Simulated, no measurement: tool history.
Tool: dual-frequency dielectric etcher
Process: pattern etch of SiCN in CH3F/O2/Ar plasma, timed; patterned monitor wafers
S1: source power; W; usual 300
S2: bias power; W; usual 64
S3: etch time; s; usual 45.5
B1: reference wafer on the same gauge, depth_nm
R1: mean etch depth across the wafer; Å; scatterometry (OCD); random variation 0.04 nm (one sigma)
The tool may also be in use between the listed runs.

Run 1, hour 0: usual settings; B1 16.8. Result: R1 151.1 Å.
Run 2, hour 35.4: usual settings; B1 16.8. Result: R1 150.9 Å.
Run 3, hour 73.8: usual settings; B1 16.8. Result: R1 150.4 Å.
Run 4, hour 109.3: usual settings; B1 16.79. Result: R1 151.6 Å.
Run 5, hour 135.5: usual settings; B1 16.8. Result: R1 151.1 Å.
Run 6, hour 201: usual settings; B1 16.81. Result: R1 151.1 Å.
Run 7, hour 219.3: usual settings; B1 16.82. Result: R1 151.4 Å.
Run 8, hour 243.6: usual settings but S1 270 W, S3 50 s; B1 16.81. Result: R1 162.9 Å.
Run 9, hour 283.8: usual settings but S1 270 W, S3 50 s; B1 16.81. Result: R1 161 Å.
Run 10, hour 356.8: usual settings but S1 270 W, S3 50 s; B1 16.8. Result: R1 162 Å.
Run 11, hour 416.5: usual settings; B1 16.8. Result: R1 151.1 Å.
Run 12, hour 478.4: usual settings but S2 77 W; B1 16.8. Result: R1 164.2 Å.
Run 13, hour 530.9: usual settings; B1 16.81. Result: R1 150.2 Å.
Run 14, hour 565.5: usual settings; B1 16.82. Result: R1 150.8 Å.
Run 15, hour 625.9: usual settings but S2 57 W; B1 16.8. Result: R1 142.4 Å.
Run 16, hour 678.7: usual settings but S1 370 W, S2 77 W, S3 50 s; B1 16.8. Result: R1 189.9 Å.
Run 17, hour 698.5: usual settings but S1 280 W, S3 57.5 s; B1 16.79. Result: R1 188.1 Å.
Run 18, hour 726.8: usual settings but S3 33 s; B1 16.8. Result: R1 109 Å.
Run 19, hour 775.8: usual settings; B1 16.8. Result: R1 151.6 Å.
Run 20, hour 832.7: usual settings but S1 240 W, S3 40.5 s; B1 16.8. Result: R1 128.1 Å.
Run 21, hour 886.7: usual settings; B1 16.79. Result: R1 151.1 Å.
Run 22, hour 937.7: usual settings but S1 350 W, S3 34.5 s; B1 16.8. Result: R1 118.7 Å.

Taken out of this log: 6 entries between the listed runs. Where each belongs, and how the hidden state differs across it:
Between runs 5 and 6: wet clean of the chamber (hour 200.5)
  no hidden state differs between the two runs
Between runs 9 and 10: upper electrode replaced (hour 351.8)
  no hidden state differs between the two runs
Between runs 12 and 13: source power generator calibrated (hour 482.7); bias power generator calibrated (hour 498.5)
  no hidden state differs between the two runs
Between runs 14 and 15: gauge calibrated (hour 598.8)
  no hidden state differs between the two runs
Between runs 15 and 16: wet clean of the chamber (hour 678.2)
  no hidden state differs between the two runs
